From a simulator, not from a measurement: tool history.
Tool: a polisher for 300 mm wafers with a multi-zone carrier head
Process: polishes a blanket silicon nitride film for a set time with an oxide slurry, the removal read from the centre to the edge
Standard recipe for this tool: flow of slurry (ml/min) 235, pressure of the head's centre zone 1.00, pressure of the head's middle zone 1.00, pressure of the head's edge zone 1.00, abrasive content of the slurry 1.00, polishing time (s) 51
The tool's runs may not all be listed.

run	hour	flow of slurry (ml/min)	pressure of the head's centre zone	pressure of the head's middle zone	pressure of the head's edge zone	abrasive content of the slurry	polishing time (s)	incoming thickness of the incoming film, nm	film removed at the wafer's centre (nm)	film removed at mid-radius (nm)	film removed at the wafer's edge (nm)
1	0.0	235	1.00	1.00	0.90	1.00	51	567.1	25.7	25.6	24.4
2	97.0	235	1.00	1.00	1.00	1.10	51	559.9	25.9	26.8	27.3
3	150.9	235	1.00	1.09	1.05	1.00	51	561.6	25.0	25.9	25.5
4	204.0	235	1.00	1.00	0.91	1.00	66	564.9	31.4	31.5	31.7
5	246.8	265	0.93	1.00	1.06	1.00	64	566.4	28.5	31.3	32.5
# hour 308.4: slurry nozzle cleaned
6	308.9	235	1.00	1.00	1.00	1.00	51	572.6	26.5	26.5	26.9
# hour 377.9: centre zone pressure recalibrated
7	399.8	235	1.00	1.00	0.94	1.10	51	561.8	28.2	28.3	26.9
# hour 413.0: carrier head's membrane replaced by a new one
8	463.4	235	1.09	1.00	1.00	1.00	51	572.5	29.2	25.8	26.3
# hour 515.7: worn pad replaced by a new one
9	525.1	305	1.09	1.00	0.93	1.00	51	575.1	28.9	27.5	25.6
10	597.2	155	1.00	0.91	1.00	1.00	51	572.1	23.2	22.0	24.4
11	670.6	235	1.00	1.00	1.00	1.00	51	578.4	25.5	25.4	25.3
# hour 687.6: edge zone pressure recalibrated
12	710.3	190	1.11	1.00	1.00	1.00	40	564.5	20.9	18.9	20.0
13	749.0	175	0.95	1.00	1.00	0.85	51	569.6	19.2	20.4	21.3
# hour 1025.9: carrier head's membrane replaced by a new one
# hour 1029.2: slurry nozzle cleaned
14	1041.4	235	1.03	1.00	1.00	1.25	51	570.8	31.1	30.8	30.4
# hour 1121.8: worn pad replaced by a new one
# hour 1139.3: centre zone pressure recalibrated
15	1141.6	235	1.00	1.00	1.04	1.00	51	569.9	26.7	26.7	26.2
16	1182.3	235	1.11	0.91	1.00	1.00	51	566.0	29.3	24.6	26.2
17	1405.0	180	1.00	0.95	1.00	1.20	35	574.7	18.6	18.0	18.9
18	1497.4	235	1.00	1.00	1.00	1.00	51	575.3	24.8	25.3	25.8
# hour 1562.8: edge zone pressure recalibrated
19	1603.0	235	1.00	1.00	1.08	1.25	56	571.4	31.1	31.7	33.4
20	1639.3	280	1.00	1.00	1.00	0.75	51	558.8	19.2	19.8	19.8

Selected run-to-run steps in film removed at the wafer's centre (nm), each split into two signed amounts: the part the tool would show with no hidden state at all (from settings, incoming material and random variation), and the remainder, which goes to the hidden state together with any gauge scatter not common to the measured and the hidden-state-free results:
Hidden state present: removal rate lost through wear of the pad, %; slurry flow missing at the pad, %; deviation of the centre zone's pressure from its setpoint, %; deviation of the edge zone's pressure from its setpoint, %.
Run 5 -> 6: flow of slurry (ml/min) 265 -> 235, pressure of the head's centre zone 0.93 -> 1.00, pressure of the head's edge zone 1.06 -> 1.00, polishing time (s) 64 -> 51, slurry nozzle cleaned. film removed at the wafer's centre (nm) -2.0: hidden state +3.0, all else -5.0.
Run 13 -> 14: flow of slurry (ml/min) 175 -> 235, pressure of the head's centre zone 0.95 -> 1.03, abrasive content of the slurry 0.85 -> 1.25, carrier head's membrane replaced by a new one, slurry nozzle cleaned. film removed at the wafer's centre (nm) +11.9: hidden state +1.9, all else +10.0.
Run 19 -> 20: flow of slurry (ml/min) 235 -> 280, pressure of the head's edge zone 1.08 -> 1.00, abrasive content of the slurry 1.25 -> 0.75, polishing time (s) 56 -> 51. film removed at the wafer's centre (nm) -11.9: hidden state +1.1, all else -13.0.
